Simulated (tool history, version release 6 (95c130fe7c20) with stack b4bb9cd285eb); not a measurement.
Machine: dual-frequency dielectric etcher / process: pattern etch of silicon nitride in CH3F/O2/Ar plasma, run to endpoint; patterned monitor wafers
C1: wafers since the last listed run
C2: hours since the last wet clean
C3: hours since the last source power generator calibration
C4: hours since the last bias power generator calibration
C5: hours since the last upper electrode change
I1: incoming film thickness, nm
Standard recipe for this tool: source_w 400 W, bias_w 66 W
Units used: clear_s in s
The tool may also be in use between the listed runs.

Run 1, hour 0.0: usual settings; C1 0; C2 309.5; C3 4858.2; C4 2828.7; C5 2239.7; I1 53.1. Result: clear_s 83.0 s.
Run 2, hour 83.8: usual settings but source_w 450 W, bias_w 70 W; C1 1047; C2 393.3; C3 4942.0; C4 2912.5; C5 2323.5; I1 52.7. Result: clear_s 78.2 s.
Run 3, hour 155.4: usual settings but source_w 450 W, bias_w 70 W; C1 895; C2 464.9; C3 5013.6; C4 2984.1; C5 2395.1; I1 52.6. Result: clear_s 78.8 s.
Run 4, hour 193.6: usual settings but bias_w 76 W; C1 477; C2 503.1; C3 5051.8; C4 3022.3; C5 2433.3; I1 52.4. Result: clear_s 81.9 s.
Run 5, hour 244.8: usual settings but bias_w 76 W; C1 640; C2 554.3; C3 5103.0; C4 3073.5; C5 2484.5; I1 53.1. Result: clear_s 82.7 s.
At hour 359.3: wet clean of the chamber.
Run 6, hour 359.8: usual settings but bias_w 76 W; C1 1137; C2 0.5; C3 5218.0; C4 3188.5; C5 2599.5; I1 52.6. Result: clear_s 79.4 s.
Run 7, hour 413.0: usual settings but source_w 450 W; C1 665; C2 53.7; C3 5271.2; C4 3241.7; C5 2652.7; I1 52.5. Result: clear_s 77.2 s.
At hour 432.2: bias power generator calibrated.
Run 8, hour 506.7: usual settings; C1 1121; C2 147.4; C3 5364.9; C4 74.5; C5 2746.4; I1 53.1. Result: clear_s 82.5 s.
Run 9, hour 590.8: usual settings but source_w 460 W; C1 1051; C2 231.5; C3 5449.0; C4 158.6; C5 2830.5; I1 53.1. Result: clear_s 78.0 s.
At hour 675.6: source power generator calibrated.
Run 10, hour 676.1: usual settings but source_w 320 W, bias_w 72 W; C1 1016; C2 316.8; C3 0.5; C4 243.9; C5 2915.8; I1 53.3. Result: clear_s 92.6 s.
Run 11, hour 922.0: usual settings but source_w 350 W, bias_w 52 W; C1 3074; C2 562.7; C3 246.4; C4 489.8; C5 3161.7; I1 52.9. Result: clear_s 95.2 s.
At hour 946.1: upper electrode replaced.
Run 12, hour 1024.0: usual settings; C1 975; C2 664.7; C3 348.4; C4 591.8; C5 77.9; I1 53.8. Result: clear_s 87.0 s.
At hour 1080.5: wet clean of the chamber.
Run 13, hour 1113.7: usual settings but bias_w 82 W; C1 821; C2 33.2; C3 438.1; C4 681.5; C5 167.6; I1 53.0. Result: clear_s 79.0 s.
Run 14, hour 1171.4: usual settings but source_w 310 W, bias_w 51 W; C1 721; C2 90.9; C3 495.8; C4 739.2; C5 225.3; I1 53.1. Result: clear_s 101.5 s.
Run 15, hour 1208.8: usual settings; C1 467; C2 128.3; C3 533.2; C4 776.6; C5 262.7; I1 52.9. Result: clear_s 84.3 s.
Run 16, hour 1293.3: usual settings; C1 1056; C2 212.8; C3 617.7; C4 861.1; C5 347.2; I1 52.8. Result: clear_s 84.0 s.
Run 17, hour 1392.5: usual settings but source_w 330 W, bias_w 56 W; C1 1240; C2 312.0; C3 716.9; C4 960.3; C5 446.4; I1 52.8. Result: clear_s 97.3 s.

5 options for the next run, each taken on its own from the tool as it stands now. Forecast them:
Run A, hour 1392.9: usual settings; C1 5; C2 312.4; C3 717.3; C4 960.7; C5 446.8; I1 53.2. Result: clear_s ?.
Run B, hour 1392.9: usual settings but source_w 330 W, bias_w 82 W; C1 5; C2 312.4; C3 717.3; C4 960.7; C5 446.8; I1 53.2. Result: clear_s ?.
Run C, hour 1392.9: usual settings but source_w 360 W, bias_w 80 W; C1 5; C2 312.4; C3 717.3; C4 960.7; C5 446.8; I1 53.2. Result: clear_s ?.
Run D, hour 1392.9: usual settings but source_w 370 W, bias_w 53 W; C1 5; C2 312.4; C3 717.3; C4 960.7; C5 446.8; I1 53.2. Result: clear_s ?.
Run E, hour 1392.9: usual settings but source_w 330 W, bias_w 57 W; C1 5; C2 312.4; C3 717.3; C4 960.7; C5 446.8; I1 53.2. Result: clear_s ?.

run  clear_s
  A     85.5
  B     89.1
  C     85.9
  D     93.1
  E     97.0
With no hidden state in the tool, these same runs would have given:
run  clear_s
  A     83.7
  B     87.2
  C     84.1
  D     91.1
  E     95.0

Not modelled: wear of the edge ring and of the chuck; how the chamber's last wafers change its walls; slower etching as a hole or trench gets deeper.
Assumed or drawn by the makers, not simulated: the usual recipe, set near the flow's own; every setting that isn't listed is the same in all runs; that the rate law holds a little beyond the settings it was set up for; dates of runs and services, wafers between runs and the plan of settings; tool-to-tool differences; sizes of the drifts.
